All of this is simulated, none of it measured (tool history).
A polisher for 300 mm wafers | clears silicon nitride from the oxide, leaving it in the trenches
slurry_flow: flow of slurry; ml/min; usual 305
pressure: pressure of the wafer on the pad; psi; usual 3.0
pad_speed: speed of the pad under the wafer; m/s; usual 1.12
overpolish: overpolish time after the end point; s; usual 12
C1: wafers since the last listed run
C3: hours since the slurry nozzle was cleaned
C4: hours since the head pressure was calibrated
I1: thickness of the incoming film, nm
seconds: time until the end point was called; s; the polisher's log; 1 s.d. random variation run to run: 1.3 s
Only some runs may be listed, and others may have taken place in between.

{"run": 1, "hour": 0.0, "slurry_flow": 305, "pressure": 3.0, "pad_speed": 1.12, "overpolish": 12, "C1": 0, "wafers polished on this pad": 941, "C3": 65.3, "C4": 796.2, "I1": 140.9, "seconds": 135.9}
{"run": 2, "hour": 67.9, "slurry_flow": 305, "pressure": 3.0, "pad_speed": 1.12, "overpolish": 12, "C1": 504, "wafers polished on this pad": 1445, "C3": 133.2, "C4": 864.1, "I1": 139.8, "seconds": 134.0}
{"hour": 120.4, "done": "worn pad replaced by a new one"}
{"run": 3, "hour": 135.7, "slurry_flow": 305, "pressure": 3.0, "pad_speed": 1.12, "overpolish": 12, "C1": 473, "wafers polished on this pad": 113, "C3": 201.0, "C4": 931.9, "I1": 139.5, "seconds": 138.4}
{"hour": 193.0, "done": "slurry nozzle cleaned"}
{"run": 4, "hour": 218.5, "slurry_flow": 305, "pressure": 3.0, "pad_speed": 1.12, "overpolish": 12, "C1": 607, "wafers polished on this pad": 720, "C3": 25.5, "C4": 1014.7, "I1": 139.2, "seconds": 137.2}
{"run": 5, "hour": 280.9, "slurry_flow": 305, "pressure": 3.0, "pad_speed": 1.12, "overpolish": 12, "C1": 463, "wafers polished on this pad": 1184, "C3": 87.9, "C4": 1077.1, "I1": 141.0, "seconds": 146.0}
{"hour": 348.9, "done": "worn pad replaced by a new one"}
{"run": 6, "hour": 358.9, "slurry_flow": 305, "pressure": 2.2, "pad_speed": 1.12, "overpolish": 12, "C1": 549, "wafers polished on this pad": 74, "C3": 165.9, "C4": 1155.1, "I1": 139.8, "seconds": 198.5}
{"hour": 402.8, "done": "slurry nozzle cleaned, repeated, since the last time left the tool worse"}
{"run": 7, "hour": 415.7, "slurry_flow": 305, "pressure": 2.2, "pad_speed": 1.12, "overpolish": 12, "C1": 414, "wafers polished on this pad": 488, "C3": 12.9, "C4": 1211.9, "I1": 137.8, "seconds": 181.4}
{"hour": 454.5, "done": "head pressure recalibrated"}
{"run": 8, "hour": 511.1, "slurry_flow": 305, "pressure": 2.2, "pad_speed": 1.12, "overpolish": 12, "C1": 693, "wafers polished on this pad": 1182, "C3": 108.3, "C4": 56.6, "I1": 143.0, "seconds": 187.9}
{"hour": 603.9, "done": "worn pad replaced by a new one"}
{"run": 9, "hour": 604.4, "slurry_flow": 305, "pressure": 3.0, "pad_speed": 1.12, "overpolish": 6, "C1": 663, "wafers polished on this pad": 3, "C3": 201.6, "C4": 149.9, "I1": 141.3, "seconds": 136.2}
{"hour": 643.7, "done": "slurry nozzle cleaned"}
{"run": 10, "hour": 751.4, "slurry_flow": 205, "pressure": 3.0, "pad_speed": 1.12, "overpolish": 12, "C1": 1084, "wafers polished on this pad": 1087, "C3": 107.7, "C4": 296.9, "I1": 139.2, "seconds": 144.4}
{"hour": 847.7, "done": "worn pad replaced by a new one"}
{"run": 11, "hour": 858.1, "slurry_flow": 305, "pressure": 2.2, "pad_speed": 0.92, "overpolish": 7, "C1": 762, "wafers polished on this pad": 77, "C3": 214.4, "C4": 403.6, "I1": 140.1, "seconds": 215.9}
{"hour": 920.6, "done": "slurry nozzle cleaned"}
{"run": 12, "hour": 922.8, "slurry_flow": 305, "pressure": 3.0, "pad_speed": 1.12, "overpolish": 12, "C1": 473, "wafers polished on this pad": 550, "C3": 2.2, "C4": 468.3, "I1": 138.3, "seconds": 131.8}
{"run": 13, "hour": 1023.4, "slurry_flow": 380, "pressure": 4.0, "pad_speed": 1.12, "overpolish": 12, "C1": 747, "wafers polished on this pad": 1297, "C3": 102.8, "C4": 568.9, "I1": 143.1, "seconds": 100.3}
{"hour": 1106.6, "done": "worn pad replaced by a new one"}
{"run": 14, "hour": 1116.5, "slurry_flow": 305, "pressure": 3.0, "pad_speed": 1.12, "overpolish": 12, "C1": 661, "wafers polished on this pad": 73, "C3": 195.9, "C4": 662.0, "I1": 137.2, "seconds": 135.3}
{"run": 15, "hour": 1170.5, "slurry_flow": 305, "pressure": 3.0, "pad_speed": 1.12, "overpolish": 14, "C1": 400, "wafers polished on this pad": 474, "C3": 249.9, "C4": 716.0, "I1": 140.4, "seconds": 138.1}
{"hour": 1180.1, "done": "slurry nozzle cleaned"}
{"run": 16, "hour": 1264.1, "slurry_flow": 305, "pressure": 3.5, "pad_speed": 1.12, "overpolish": 12, "C1": 687, "wafers polished on this pad": 1161, "C3": 84.0, "C4": 809.6, "I1": 139.8, "seconds": 114.6}

Each row is a separate what-if for the run after 16, all from the same tool condition, not one after another. Results?
{"run": "A", "hour": 1264.6, "slurry_flow": 370, "pressure": 3.0, "pad_speed": 1.12, "overpolish": 12, "C1": 3, "wafers polished on this pad": 1165, "C3": 84.5, "C4": 810.1, "I1": 140.9, "seconds": "?"}
{"run": "B", "hour": 1264.6, "slurry_flow": 305, "pressure": 2.4, "pad_speed": 1.12, "overpolish": 17, "C1": 3, "wafers polished on this pad": 1165, "C3": 84.5, "C4": 810.1, "I1": 140.9, "seconds": "?"}
{"run": "C", "hour": 1264.6, "slurry_flow": 305, "pressure": 3.0, "pad_speed": 0.74, "overpolish": 15, "C1": 3, "wafers polished on this pad": 1165, "C3": 84.5, "C4": 810.1, "I1": 140.9, "seconds": "?"}
{"run": "D", "hour": 1264.6, "slurry_flow": 305, "pressure": 3.0, "pad_speed": 1.12, "overpolish": 10, "C1": 3, "wafers polished on this pad": 1165, "C3": 84.5, "C4": 810.1, "I1": 140.9, "seconds": "?"}

run=A seconds=134.0
run=B seconds=170.7
run=C seconds=187.8
run=D seconds=136.6
Had the tool no hidden state, the same runs would have come out as:
run=A seconds=132.8
run=B seconds=168.8
run=C seconds=185.7
run=D seconds=135.0
